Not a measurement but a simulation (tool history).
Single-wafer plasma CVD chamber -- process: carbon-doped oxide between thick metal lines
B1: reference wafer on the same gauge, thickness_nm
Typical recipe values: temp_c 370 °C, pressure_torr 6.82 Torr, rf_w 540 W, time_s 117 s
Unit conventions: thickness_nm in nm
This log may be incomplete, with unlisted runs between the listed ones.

run 1 hour=0 | temp_c=370 pressure_torr=6.82 rf_w=540 time_s=117 | B1=504.966 | thickness_nm=586.856
run 2 hour=197.3 | temp_c=370 pressure_torr=6.82 rf_w=540 time_s=117 | B1=504.966 | thickness_nm=583.849
-- hour=248.9 gauge calibrated
run 3 hour=328.5 | temp_c=370 pressure_torr=6.82 rf_w=540 time_s=117 | B1=505.12 | thickness_nm=583.553
run 4 hour=356.5 | temp_c=370 pressure_torr=6.82 rf_w=540 time_s=117 | B1=504.869 | thickness_nm=585.287
run 5 hour=408.3 | temp_c=370 pressure_torr=6.82 rf_w=540 time_s=117 | B1=505.43 | thickness_nm=583.733
run 6 hour=478.6 | temp_c=370 pressure_torr=6.82 rf_w=540 time_s=117 | B1=504.888 | thickness_nm=582.152
run 7 hour=516.2 | temp_c=370 pressure_torr=6.82 rf_w=540 time_s=117 | B1=505.358 | thickness_nm=582.547
run 8 hour=555.2 | temp_c=370 pressure_torr=6.82 rf_w=540 time_s=117 | B1=504.935 | thickness_nm=580.851
run 9 hour=755.7 | temp_c=378 pressure_torr=6.82 rf_w=635 time_s=96 | B1=504.742 | thickness_nm=529.625
run 10 hour=826.6 | temp_c=384 pressure_torr=6.82 rf_w=645 time_s=117 | B1=505.238 | thickness_nm=645.761
run 11 hour=875.7 | temp_c=370 pressure_torr=6.82 rf_w=540 time_s=117 | B1=504.799 | thickness_nm=580.246
-- hour=889.3 capacitance manometer re-zeroed and calibrated
-- hour=905 RF generator calibrated
run 12 hour=907.1 | temp_c=364 pressure_torr=6.82 rf_w=540 time_s=117 | B1=504.979 | thickness_nm=594.804
run 13 hour=959.1 | temp_c=366 pressure_torr=5.47 rf_w=540 time_s=131 | B1=505.113 | thickness_nm=651.615
run 14 hour=993 | temp_c=370 pressure_torr=6.3 rf_w=445 time_s=101 | B1=504.958 | thickness_nm=434.424
run 15 hour=1028.8 | temp_c=370 pressure_torr=6.82 rf_w=495 time_s=117 | B1=505.043 | thickness_nm=551.414
run 16 hour=1076 | temp_c=379 pressure_torr=8.14 rf_w=455 time_s=102 | B1=505.098 | thickness_nm=444.743
run 17 hour=1137.5 | temp_c=370 pressure_torr=6.82 rf_w=540 time_s=117 | B1=505.049 | thickness_nm=586.681
run 18 hour=1172.7 | temp_c=377 pressure_torr=5.41 rf_w=575 time_s=94 | B1=505.084 | thickness_nm=478.653
-- hour=1213.7 showerhead replaced
-- hour=1227.8 thermocouple changed; heater temperature recalibrated
run 19 hour=1228.8 | temp_c=370 pressure_torr=6.82 rf_w=540 time_s=117 | B1=505.14 | thickness_nm=592.508
run 20 hour=1256.2 | temp_c=370 pressure_torr=6.82 rf_w=540 time_s=117 | B1=504.955 | thickness_nm=590.776
run 21 hour=1296.8 | temp_c=370 pressure_torr=8.13 rf_w=585 time_s=117 | B1=505.241 | thickness_nm=630.707
run 22 hour=1352.5 | temp_c=370 pressure_torr=6.82 rf_w=540 time_s=117 | B1=505.107 | thickness_nm=590.57
run 23 hour=1394.6 | temp_c=360 pressure_torr=5.59 rf_w=595 time_s=99 | B1=505.036 | thickness_nm=536.017
run 24 hour=1549.3 | temp_c=370 pressure_torr=6.82 rf_w=540 time_s=117 | B1=504.959 | thickness_nm=588.347
run 25 hour=1596.6 | temp_c=370 pressure_torr=6.82 rf_w=540 time_s=103 | B1=505.126 | thickness_nm=520.978
run 26 hour=1663.9 | temp_c=370 pressure_torr=6.82 rf_w=540 time_s=117 | B1=505.135 | thickness_nm=589.226
run 27 hour=1706.5 | temp_c=370 pressure_torr=6.82 rf_w=540 time_s=117 | B1=505.239 | thickness_nm=585.702
run 28 hour=1752.8 | temp_c=377 pressure_torr=6.82 rf_w=475 time_s=99 | B1=505.274 | thickness_nm=446.636

Branching from run 28: 4 alternative next runs. What would each branch give?
run A hour=1753.2 | temp_c=370 pressure_torr=6.82 rf_w=540 time_s=117 | B1=? | thickness_nm=?
run B hour=1753.2 | temp_c=370 pressure_torr=5.13 rf_w=440 time_s=106 | B1=? | thickness_nm=?
run C hour=1753.2 | temp_c=365 pressure_torr=6.19 rf_w=600 time_s=126 | B1=? | thickness_nm=?
run D hour=1753.2 | temp_c=370 pressure_torr=7.47 rf_w=540 time_s=117 | B1=? | thickness_nm=?

run=A B1=504.893 thickness_nm=587.296
run=B B1=504.893 thickness_nm=441.038
run=C B1=504.893 thickness_nm=682.982
run=D B1=504.893 thickness_nm=590.491
With no hidden state in the tool, these same runs would have given:
run=A thickness_nm=592.195
run=B thickness_nm=445.198
run=C thickness_nm=688.704
run=D thickness_nm=595.416
